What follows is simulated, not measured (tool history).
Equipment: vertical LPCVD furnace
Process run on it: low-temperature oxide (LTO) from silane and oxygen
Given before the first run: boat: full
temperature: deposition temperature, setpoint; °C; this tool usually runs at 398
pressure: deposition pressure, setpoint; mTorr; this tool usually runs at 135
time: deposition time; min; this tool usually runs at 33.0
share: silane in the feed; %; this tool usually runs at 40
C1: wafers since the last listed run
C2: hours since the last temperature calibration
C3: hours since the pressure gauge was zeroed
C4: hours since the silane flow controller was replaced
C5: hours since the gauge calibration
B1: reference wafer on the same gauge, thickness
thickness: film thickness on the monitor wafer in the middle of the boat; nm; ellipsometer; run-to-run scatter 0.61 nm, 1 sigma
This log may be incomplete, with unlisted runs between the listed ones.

Run 1, hour 0.0: usual settings but pressure 110 mTorr; C1 0; C2 1561.1; C3 1715.4; C4 3798.3; C5 288.8; B1 196.94. Result: thickness 139.13 nm.
Run 2, hour 25.6: usual settings but pressure 110 mTorr; C1 488; C2 1586.7; C3 1741.0; C4 3823.9; C5 314.4; B1 197.21. Result: thickness 140.27 nm.
Run 3, hour 84.1: usual settings but pressure 110 mTorr; C1 1116; C2 1645.2; C3 1799.5; C4 3882.4; C5 372.9; B1 197.08. Result: thickness 140.59 nm.
Run 4, hour 124.6: usual settings but temperature 407 °C; C1 772; C2 1685.7; C3 1840.0; C4 3922.9; C5 413.4; B1 196.86. Result: thickness 189.33 nm.
Run 5, hour 154.4: usual settings but temperature 407 °C; C1 568; C2 1715.5; C3 1869.8; C4 3952.7; C5 443.2; B1 197.06. Result: thickness 189.78 nm.
Run 6, hour 197.3: usual settings; C1 818; C2 1758.4; C3 1912.7; C4 3995.6; C5 486.1; B1 197.17. Result: thickness 171.76 nm.
Run 7, hour 252.0: usual settings; C1 1043; C2 1813.1; C3 1967.4; C4 4050.3; C5 540.8; B1 197.00. Result: thickness 172.43 nm.
Run 8, hour 306.0: usual settings; C1 1030; C2 1867.1; C3 2021.4; C4 4104.3; C5 594.8; B1 197.12. Result: thickness 172.69 nm.
Run 9, hour 337.9: usual settings; C1 608; C2 1899.0; C3 2053.3; C4 4136.2; C5 626.7; B1 196.83. Result: thickness 172.31 nm.
At hour 375.1: silane flow controller replaced.
Run 10, hour 375.6: usual settings; C1 261; C2 1936.7; C3 2091.0; C4 0.5; C5 664.4; B1 196.90. Result: thickness 172.96 nm.
Run 11, hour 431.4: usual settings but share 33 %; C1 1064; C2 1992.5; C3 2146.8; C4 56.3; C5 720.2; B1 196.86. Result: thickness 135.10 nm.
Run 12, hour 471.1: usual settings; C1 757; C2 2032.2; C3 2186.5; C4 96.0; C5 759.9; B1 196.81. Result: thickness 173.43 nm.
Run 13, hour 527.2: usual settings but pressure 110 mTorr; C1 1070; C2 2088.3; C3 2242.6; C4 152.1; C5 816.0; B1 196.90. Result: thickness 143.03 nm.
At hour 649.5: pressure gauge zeroed.
Run 14, hour 657.7: usual settings but temperature 390 °C; C1 2032; C2 2218.8; C3 8.2; C4 282.6; C5 946.5; B1 197.13. Result: thickness 153.77 nm.
Run 15, hour 706.3: usual settings; C1 927; C2 2267.4; C3 56.8; C4 331.2; C5 995.1; B1 196.97. Result: thickness 168.40 nm.
At hour 729.5: gauge calibrated.
At hour 786.9: thermocouples replaced and temperature profile calibrated.
Run 16, hour 787.4: usual settings but temperature 405 °C, pressure 165 mTorr, time 25.5 min, share 47 %; C1 1089; C2 0.5; C3 137.9; C4 412.3; C5 57.9; B1 196.85. Result: thickness 204.36 nm.
Run 17, hour 805.4: usual settings; C1 343; C2 18.5; C3 155.9; C4 430.3; C5 75.9; B1 197.07. Result: thickness 167.68 nm.
Run 18, hour 830.2: usual settings but time 25.5 min, share 37 %; C1 473; C2 43.3; C3 180.7; C4 455.1; C5 100.7; B1 197.26. Result: thickness 117.71 nm.
Run 19, hour 878.8: usual settings but temperature 406 °C, share 34 %; C1 927; C2 91.9; C3 229.3; C4 503.7; C5 149.3; B1 197.27. Result: thickness 150.13 nm.
Run 20, hour 922.6: usual settings but temperature 405 °C, share 34 %; C1 835; C2 135.7; C3 273.1; C4 547.5; C5 193.1; B1 197.23. Result: thickness 148.20 nm.
Run 21, hour 992.7: usual settings but pressure 150 mTorr; C1 1337; C2 205.8; C3 343.2; C4 617.6; C5 263.2; B1 196.87. Result: thickness 188.01 nm.

What if the next run were any one of these 4? Each begins from the tool's condition after run 21:
Run A, hour 997.5: usual settings; C1 91; C2 210.6; C3 348.0; C4 622.4; C5 268.0; B1 ?. Result: thickness ?.
Run B, hour 997.5: usual settings but temperature 394 °C, time 40.5 min, share 44 %; C1 91; C2 210.6; C3 348.0; C4 622.4; C5 268.0; B1 ?. Result: thickness ?.
Run C, hour 997.5: usual settings but time 45.0 min, share 34 %; C1 91; C2 210.6; C3 348.0; C4 622.4; C5 268.0; B1 ?. Result: thickness ?.
Run D, hour 997.5: usual settings but temperature 390 °C, pressure 145 mTorr; C1 91; C2 210.6; C3 348.0; C4 622.4; C5 268.0; B1 ?. Result: thickness ?.

run      B1  thickness
  A  196.97     167.72
  B  196.97     219.58
  C  196.97     185.52
  D  196.97     164.55
The same runs, with their run-to-run variation unchanged, on a tool lacking any hidden condition would have given:
run  thickness
  A     167.36
  B     219.11
  C     185.13
  D     164.22

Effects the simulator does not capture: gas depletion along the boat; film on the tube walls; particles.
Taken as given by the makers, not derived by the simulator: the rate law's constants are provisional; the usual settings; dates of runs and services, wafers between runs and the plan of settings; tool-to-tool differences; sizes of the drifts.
